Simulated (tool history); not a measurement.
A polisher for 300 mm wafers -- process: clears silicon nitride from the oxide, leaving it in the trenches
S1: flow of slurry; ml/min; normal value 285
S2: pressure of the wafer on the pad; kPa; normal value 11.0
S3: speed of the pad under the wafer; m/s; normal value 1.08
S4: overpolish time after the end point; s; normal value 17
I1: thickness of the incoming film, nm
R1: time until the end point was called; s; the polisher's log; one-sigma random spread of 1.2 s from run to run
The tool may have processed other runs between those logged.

{"run": 1, "hour": 0.0, "S1": 245, "S2": 11.0, "S3": 1.08, "S4": 17, "I1": 94.1, "R1": 144.4}
{"run": 2, "hour": 63.1, "S1": 285, "S2": 11.0, "S3": 1.08, "S4": 21, "I1": 93.5, "R1": 142.7}
{"hour": 135.7, "done": "head pressure recalibrated"}
{"run": 3, "hour": 146.5, "S1": 285, "S2": 11.0, "S3": 1.08, "S4": 17, "I1": 95.2, "R1": 145.7}
{"run": 4, "hour": 234.0, "S1": 285, "S2": 11.0, "S3": 1.08, "S4": 17, "I1": 96.9, "R1": 145.6}
{"run": 5, "hour": 322.5, "S1": 285, "S2": 11.0, "S3": 1.36, "S4": 17, "I1": 93.3, "R1": 120.5}
{"hour": 345.7, "done": "worn pad replaced by a new one"}
{"hour": 394.7, "done": "slurry nozzle cleaned"}
{"run": 6, "hour": 398.4, "S1": 285, "S2": 11.0, "S3": 1.36, "S4": 17, "I1": 95.5, "R1": 116.3}
{"run": 7, "hour": 496.8, "S1": 285, "S2": 11.0, "S3": 1.08, "S4": 17, "I1": 94.5, "R1": 141.7}
{"run": 8, "hour": 557.4, "S1": 285, "S2": 11.0, "S3": 0.82, "S4": 17, "I1": 94.3, "R1": 172.1}
{"run": 9, "hour": 619.2, "S1": 285, "S2": 11.0, "S3": 0.82, "S4": 17, "I1": 95.2, "R1": 173.9}
{"run": 10, "hour": 665.0, "S1": 285, "S2": 13.8, "S3": 1.08, "S4": 17, "I1": 94.6, "R1": 121.5}
{"run": 11, "hour": 728.8, "S1": 285, "S2": 13.8, "S3": 1.08, "S4": 17, "I1": 95.9, "R1": 122.3}
{"run": 12, "hour": 785.3, "S1": 285, "S2": 13.8, "S3": 1.08, "S4": 17, "I1": 95.7, "R1": 122.9}
{"run": 13, "hour": 824.9, "S1": 285, "S2": 11.0, "S3": 1.08, "S4": 17, "I1": 95.8, "R1": 145.9}
{"hour": 920.0, "done": "slurry nozzle cleaned"}
{"run": 14, "hour": 924.4, "S1": 285, "S2": 11.0, "S3": 1.08, "S4": 17, "I1": 94.5, "R1": 144.8}
{"run": 15, "hour": 1022.1, "S1": 285, "S2": 11.0, "S3": 1.08, "S4": 17, "I1": 95.5, "R1": 146.8}
{"hour": 1033.8, "done": "worn pad replaced by a new one"}
{"run": 16, "hour": 1108.6, "S1": 285, "S2": 11.0, "S3": 1.08, "S4": 17, "I1": 94.9, "R1": 138.6}

The next listed run, before its measurement:
{"hour": 1209.4, "done": "head pressure recalibrated"}
{"run": 17, "hour": 1211.0, "S1": 365, "S2": 9.0, "S3": 1.26, "S4": 14, "I1": 94.8, "R1": "?"}

{"run 17": {"R1": 143.1}}
Were there no unlogged condition in the tool, this run, its random variation unchanged, would have produced R1 140.6 s.
